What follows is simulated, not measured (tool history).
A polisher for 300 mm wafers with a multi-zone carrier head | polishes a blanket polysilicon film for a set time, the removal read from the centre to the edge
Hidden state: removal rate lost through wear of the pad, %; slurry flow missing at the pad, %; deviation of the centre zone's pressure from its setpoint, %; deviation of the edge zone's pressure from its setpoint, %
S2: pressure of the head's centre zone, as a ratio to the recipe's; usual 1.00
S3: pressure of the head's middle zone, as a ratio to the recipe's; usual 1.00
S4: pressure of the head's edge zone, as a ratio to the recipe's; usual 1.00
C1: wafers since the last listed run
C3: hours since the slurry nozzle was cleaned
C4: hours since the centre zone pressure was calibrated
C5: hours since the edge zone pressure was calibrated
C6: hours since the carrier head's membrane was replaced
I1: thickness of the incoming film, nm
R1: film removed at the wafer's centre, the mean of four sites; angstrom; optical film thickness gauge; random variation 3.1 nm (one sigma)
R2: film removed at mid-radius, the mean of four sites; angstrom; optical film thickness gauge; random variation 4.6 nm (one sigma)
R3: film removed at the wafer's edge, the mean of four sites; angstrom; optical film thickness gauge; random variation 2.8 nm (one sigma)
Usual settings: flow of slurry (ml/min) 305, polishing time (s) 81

run 1 hour=0.0 | flow_of_slurry_(ml/min)=305 S2=1.00 S3=1.00 S4=1.00 polishing_time_(s)=81 | C1=0 wafers_polished_on_this_pad=1683 C3=80.5 C4=223.8 C5=238.0 C6=1151.1 | I1=1108.7 | R1=3308 R2=3335 R3=3451
-- hour=54.0 worn pad replaced by a new one
run 2 hour=76.8 | flow_of_slurry_(ml/min)=305 S2=1.00 S3=1.00 S4=1.00 polishing_time_(s)=81 | C1=400 wafers_polished_on_this_pad=125 C3=157.3 C4=300.6 C5=314.8 C6=1227.9 | I1=1107.4 | R1=3284 R2=3429 R3=3454
run 3 hour=184.6 | flow_of_slurry_(ml/min)=305 S2=1.00 S3=1.00 S4=1.00 polishing_time_(s)=81 | C1=592 wafers_polished_on_this_pad=718 C3=265.1 C4=408.4 C5=422.6 C6=1335.7 | I1=1131.1 | R1=3198 R2=3365 R3=3462
run 4 hour=291.0 | flow_of_slurry_(ml/min)=305 S2=1.00 S3=1.00 S4=1.00 polishing_time_(s)=81 | C1=584 wafers_polished_on_this_pad=1303 C3=371.5 C4=514.8 C5=529.0 C6=1442.1 | I1=1115.3 | R1=3188 R2=3417 R3=3472
run 5 hour=342.0 | flow_of_slurry_(ml/min)=305 S2=1.00 S3=0.92 S4=1.00 polishing_time_(s)=81 | C1=280 wafers_polished_on_this_pad=1583 C3=422.5 C4=565.8 C5=580.0 C6=1493.1 | I1=1118.1 | R1=3240 R2=3147 R3=3462
-- hour=391.0 slurry nozzle cleaned
run 6 hour=404.6 | flow_of_slurry_(ml/min)=305 S2=1.00 S3=0.92 S4=1.00 polishing_time_(s)=81 | C1=338 wafers_polished_on_this_pad=1922 C3=13.6 C4=628.4 C5=642.6 C6=1555.7 | I1=1094.7 | R1=3172 R2=3236 R3=3454
-- hour=463.1 worn pad replaced by a new one
run 7 hour=485.3 | flow_of_slurry_(ml/min)=305 S2=1.00 S3=1.00 S4=1.00 polishing_time_(s)=81 | C1=421 wafers_polished_on_this_pad=122 C3=94.3 C4=709.1 C5=723.3 C6=1636.4 | I1=1103.7 | R1=3158 R2=3492 R3=3459
-- hour=546.9 carrier head's membrane replaced by a new one
run 8 hour=553.2 | flow_of_slurry_(ml/min)=305 S2=1.00 S3=1.00 S4=1.00 polishing_time_(s)=81 | C1=345 wafers_polished_on_this_pad=467 C3=162.2 C4=777.0 C5=791.2 C6=6.3 | I1=1108.4 | R1=3191 R2=3380 R3=3475
run 9 hour=626.7 | flow_of_slurry_(ml/min)=305 S2=1.00 S3=1.09 S4=1.00 polishing_time_(s)=81 | C1=404 wafers_polished_on_this_pad=872 C3=235.7 C4=850.5 C5=864.7 C6=79.8 | I1=1116.1 | R1=3133 R2=3626 R3=3455
run 10 hour=669.4 | flow_of_slurry_(ml/min)=395 S2=1.00 S3=1.00 S4=0.95 polishing_time_(s)=81 | C1=234 wafers_polished_on_this_pad=1106 C3=278.4 C4=893.2 C5=907.4 C6=122.5 | I1=1122.1 | R1=3216 R2=3405 R3=3437
run 11 hour=775.2 | flow_of_slurry_(ml/min)=305 S2=1.00 S3=1.00 S4=1.00 polishing_time_(s)=81 | C1=581 wafers_polished_on_this_pad=1688 C3=384.2 C4=999.0 C5=1013.2 C6=228.3 | I1=1107.9 | R1=3170 R2=3409 R3=3496
run 12 hour=817.1 | flow_of_slurry_(ml/min)=305 S2=0.94 S3=1.07 S4=0.96 polishing_time_(s)=72 | C1=230 wafers_polished_on_this_pad=1918 C3=426.1 C4=1040.9 C5=1055.1 C6=270.2 | I1=1095.4 | R1=2615 R2=3230 R3=3033
run 13 hour=861.0 | flow_of_slurry_(ml/min)=265 S2=1.00 S3=0.90 S4=1.07 polishing_time_(s)=92 | C1=241 wafers_polished_on_this_pad=2160 C3=470.0 C4=1084.8 C5=1099.0 C6=314.1 | I1=1117.4 | R1=3514 R2=3527 R3=4082
-- hour=876.2 slurry nozzle cleaned
-- hour=913.1 worn pad replaced by a new one
-- hour=918.4 centre zone pressure recalibrated
run 14 hour=922.1 | flow_of_slurry_(ml/min)=245 S2=1.08 S3=1.00 S4=0.90 polishing_time_(s)=81 | C1=297 wafers_polished_on_this_pad=38 C3=45.9 C4=3.7 C5=1160.1 C6=375.2 | I1=1116.8 | R1=3552 R2=3308 R3=3258
-- hour=989.2 edge zone pressure recalibrated
run 15 hour=1015.5 | flow_of_slurry_(ml/min)=305 S2=1.00 S3=1.00 S4=1.00 polishing_time_(s)=98 | C1=502 wafers_polished_on_this_pad=540 C3=139.3 C4=97.1 C5=26.3 C6=468.6 | I1=1116.7 | R1=3948 R2=4095 R3=4198
run 16 hour=1107.2 | flow_of_slurry_(ml/min)=305 S2=1.00 S3=0.94 S4=1.00 polishing_time_(s)=59 | C1=504 wafers_polished_on_this_pad=1045 C3=231.0 C4=188.8 C5=118.0 C6=560.3 | I1=1109.1 | R1=2351 R2=2354 R3=2559
run 17 hour=1194.2 | flow_of_slurry_(ml/min)=385 S2=1.00 S3=1.00 S4=1.00 polishing_time_(s)=98 | C1=478 wafers_polished_on_this_pad=1523 C3=318.0 C4=275.8 C5=205.0 C6=647.3 | I1=1112.9 | R1=4023 R2=4242 R3=4247
run 18 hour=1290.1 | flow_of_slurry_(ml/min)=305 S2=1.09 S3=1.00 S4=0.94 polishing_time_(s)=74 | C1=527 wafers_polished_on_this_pad=2050 C3=413.9 C4=371.7 C5=300.9 C6=743.2 | I1=1094.1 | R1=3126 R2=3163 R3=3073
-- hour=1304.1 slurry nozzle cleaned
run 19 hour=1373.2 | flow_of_slurry_(ml/min)=385 S2=1.00 S3=1.00 S4=1.00 polishing_time_(s)=81 | C1=451 wafers_polished_on_this_pad=2502 C3=69.1 C4=454.8 C5=384.0 C6=826.3 | I1=1114.0 | R1=3276 R2=3498 R3=3505
-- hour=1377.3 worn pad replaced by a new one
run 20 hour=1430.6 | flow_of_slurry_(ml/min)=305 S2=1.00 S3=1.00 S4=1.00 polishing_time_(s)=81 | C1=293 wafers_polished_on_this_pad=293 C3=126.5 C4=512.2 C5=441.4 C6=883.7 | I1=1088.8 | R1=3149 R2=3399 R3=3483
run 21 hour=1475.2 | flow_of_slurry_(ml/min)=305 S2=1.00 S3=1.08 S4=1.10 polishing_time_(s)=81 | C1=245 wafers_polished_on_this_pad=538 C3=171.1 C4=556.8 C5=486.0 C6=928.3 | I1=1095.9 | R1=3152 R2=3616 R3=3620
run 22 hour=1557.5 | flow_of_slurry_(ml/min)=245 S2=1.00 S3=0.88 S4=1.00 polishing_time_(s)=81 | C1=452 wafers_polished_on_this_pad=990 C3=253.4 C4=639.1 C5=568.3 C6=1010.6 | I1=1091.5 | R1=3068 R2=2998 R3=3331
run 23 hour=1606.1 | flow_of_slurry_(ml/min)=305 S2=1.00 S3=1.00 S4=1.00 polishing_time_(s)=81 | C1=267 wafers_polished_on_this_pad=1258 C3=302.0 C4=687.7 C5=616.9 C6=1059.2 | I1=1126.8 | R1=3131 R2=3358 R3=3428

Some steps in R1 between neighbouring runs. How much of each would the tool show without its hidden state too (settings, what came in, random variation), and how much is left for the hidden state, with any gauge scatter that isn't in both results?
Run 13 -> 14: flow of slurry (ml/min) 265 -> 245, S2 1.00 -> 1.08, S3 0.90 -> 1.00, S4 1.07 -> 0.90, polishing time (s) 92 -> 81, slurry nozzle cleaned, worn pad replaced by a new one, centre zone pressure recalibrated. R1 +38 angstrom: hidden state +202, all else -164.
Run 15 -> 16: S3 1.00 -> 0.94, polishing time (s) 98 -> 59. R1 -1597 angstrom: hidden state +10, all else -1607.
Run 16 -> 17: flow of slurry (ml/min) 305 -> 385, S3 0.94 -> 1.00, polishing time (s) 59 -> 98. R1 +1672 angstrom: hidden state -92, all else +1764.
